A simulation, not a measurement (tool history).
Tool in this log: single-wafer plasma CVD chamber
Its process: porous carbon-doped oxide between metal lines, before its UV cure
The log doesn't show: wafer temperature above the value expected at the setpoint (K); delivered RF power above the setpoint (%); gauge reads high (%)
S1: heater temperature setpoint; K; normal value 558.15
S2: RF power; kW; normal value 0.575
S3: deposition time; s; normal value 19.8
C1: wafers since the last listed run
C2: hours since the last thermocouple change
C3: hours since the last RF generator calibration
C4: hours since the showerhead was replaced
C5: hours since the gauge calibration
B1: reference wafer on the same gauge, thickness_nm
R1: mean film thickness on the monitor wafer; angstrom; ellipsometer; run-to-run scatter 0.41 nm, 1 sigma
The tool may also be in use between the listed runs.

{"run": 1, "hour": 0.0, "S1": 550.15, "S2": 0.66, "S3": 19.8, "C1": 0, "C2": 1121.5, "C3": 832.9, "C4": 2381.2, "C5": 121.9, "B1": 140.924, "R1": 1651.89}
{"run": 2, "hour": 6.5, "S1": 549.15, "S2": 0.575, "S3": 19.8, "C1": 106, "C2": 1128, "C3": 839.4, "C4": 2387.7, "C5": 128.4, "B1": 140.986, "R1": 1474.07}
{"run": 3, "hour": 22.1, "S1": 549.15, "S2": 0.575, "S3": 19.8, "C1": 256, "C2": 1143.6, "C3": 855, "C4": 2403.3, "C5": 144, "B1": 141.14, "R1": 1461.22}
{"run": 4, "hour": 28.9, "S1": 558.15, "S2": 0.575, "S3": 17.1, "C1": 111, "C2": 1150.4, "C3": 861.8, "C4": 2410.1, "C5": 150.8, "B1": 140.808, "R1": 1189.85}
{"run": 5, "hour": 39.3, "S1": 558.15, "S2": 0.575, "S3": 17.1, "C1": 170, "C2": 1160.8, "C3": 872.2, "C4": 2420.5, "C5": 161.2, "B1": 141.098, "R1": 1188.17}
{"run": 6, "hour": 51.0, "S1": 558.15, "S2": 0.575, "S3": 17.1, "C1": 192, "C2": 1172.5, "C3": 883.9, "C4": 2432.2, "C5": 172.9, "B1": 140.885, "R1": 1199.56}
{"run": 7, "hour": 64.7, "S1": 558.15, "S2": 0.575, "S3": 19.8, "C1": 224, "C2": 1186.2, "C3": 897.6, "C4": 2445.9, "C5": 186.6, "B1": 141.009, "R1": 1373.05}
{"run": 8, "hour": 77.5, "S1": 558.15, "S2": 0.575, "S3": 19.8, "C1": 210, "C2": 1199, "C3": 910.4, "C4": 2458.7, "C5": 199.4, "B1": 140.885, "R1": 1364.61}
{"run": 9, "hour": 89.2, "S1": 558.15, "S2": 0.575, "S3": 19.8, "C1": 192, "C2": 1210.7, "C3": 922.1, "C4": 2470.4, "C5": 211.1, "B1": 140.89, "R1": 1375.2}
{"run": 10, "hour": 97.9, "S1": 558.15, "S2": 0.575, "S3": 19.8, "C1": 142, "C2": 1219.4, "C3": 930.8, "C4": 2479.1, "C5": 219.8, "B1": 140.853, "R1": 1371.45}
{"run": 11, "hour": 115.3, "S1": 558.15, "S2": 0.575, "S3": 19.8, "C1": 285, "C2": 1236.8, "C3": 948.2, "C4": 2496.5, "C5": 237.2, "B1": 141.053, "R1": 1370.83}
{"run": 12, "hour": 127.0, "S1": 558.15, "S2": 0.62, "S3": 19.8, "C1": 192, "C2": 1248.5, "C3": 959.9, "C4": 2508.2, "C5": 248.9, "B1": 140.989, "R1": 1476.05}
{"run": 13, "hour": 144.1, "S1": 558.15, "S2": 0.62, "S3": 19.8, "C1": 280, "C2": 1265.6, "C3": 977, "C4": 2525.3, "C5": 266, "B1": 140.82, "R1": 1477.86}
{"run": 14, "hour": 158.7, "S1": 558.15, "S2": 0.575, "S3": 19.8, "C1": 239, "C2": 1280.2, "C3": 991.6, "C4": 2539.9, "C5": 280.6, "B1": 141.172, "R1": 1379.27}
{"hour": 170.1, "done": "thermocouple changed; heater temperature recalibrated"}
{"hour": 176.0, "done": "showerhead replaced, of another model than before"}
{"hour": 177.1, "done": "gauge calibrated"}
{"run": 15, "hour": 179.0, "S1": 547.15, "S2": 0.475, "S3": 16.2, "C1": 105, "C2": 8.9, "C3": 1011.9, "C4": 3, "C5": 1.9, "B1": 141.044, "R1": 1022.44}
{"run": 16, "hour": 191.0, "S1": 550.15, "S2": 0.53, "S3": 23.4, "C1": 196, "C2": 20.9, "C3": 1023.9, "C4": 15, "C5": 13.9, "B1": 141.071, "R1": 1548.83}
{"run": 17, "hour": 198.6, "S1": 558.15, "S2": 0.575, "S3": 16.1, "C1": 124, "C2": 28.5, "C3": 1031.5, "C4": 22.6, "C5": 21.5, "B1": 141.025, "R1": 1081.73}
{"run": 18, "hour": 212.0, "S1": 552.15, "S2": 0.485, "S3": 19.8, "C1": 219, "C2": 41.9, "C3": 1044.9, "C4": 36, "C5": 34.9, "B1": 141.129, "R1": 1222.93}
{"hour": 229.3, "done": "RF generator calibrated"}
{"run": 19, "hour": 229.8, "S1": 558.15, "S2": 0.525, "S3": 17.4, "C1": 160, "C2": 59.7, "C3": 0.5, "C4": 53.8, "C5": 52.7, "B1": 141.078, "R1": 1094.69}
{"run": 20, "hour": 243.5, "S1": 558.15, "S2": 0.5, "S3": 19.8, "C1": 224, "C2": 73.4, "C3": 14.2, "C4": 67.5, "C5": 66.4, "B1": 140.95, "R1": 1203.51}
{"run": 21, "hour": 261.1, "S1": 558.15, "S2": 0.575, "S3": 19.8, "C1": 288, "C2": 91, "C3": 31.8, "C4": 85.1, "C5": 84, "B1": 141.031, "R1": 1334.54}
{"run": 22, "hour": 290.0, "S1": 572.15, "S2": 0.665, "S3": 23.2, "C1": 474, "C2": 119.9, "C3": 60.7, "C4": 114, "C5": 112.9, "B1": 141.046, "R1": 1559.75}
{"run": 23, "hour": 299.5, "S1": 553.15, "S2": 0.545, "S3": 23.2, "C1": 155, "C2": 129.4, "C3": 70.2, "C4": 123.5, "C5": 122.4, "B1": 140.918, "R1": 1557.01}
{"run": 24, "hour": 314.0, "S1": 572.15, "S2": 0.575, "S3": 16.1, "C1": 237, "C2": 143.9, "C3": 84.7, "C4": 138, "C5": 136.9, "B1": 141.18, "R1": 993.23}

For run 25, what comes out?
{"run": 25, "hour": 321.3, "S1": 558.15, "S2": 0.5, "S3": 19.8, "C1": 119, "C2": 151.2, "C3": 92, "C4": 145.3, "C5": 144.2, "B1": "?", "R1": "?"}

Run 25 yielded B1 141.103, R1 1208.73 angstrom.
Had the tool carried no hidden state, the very same run would have given R1 1194.04 angstrom.

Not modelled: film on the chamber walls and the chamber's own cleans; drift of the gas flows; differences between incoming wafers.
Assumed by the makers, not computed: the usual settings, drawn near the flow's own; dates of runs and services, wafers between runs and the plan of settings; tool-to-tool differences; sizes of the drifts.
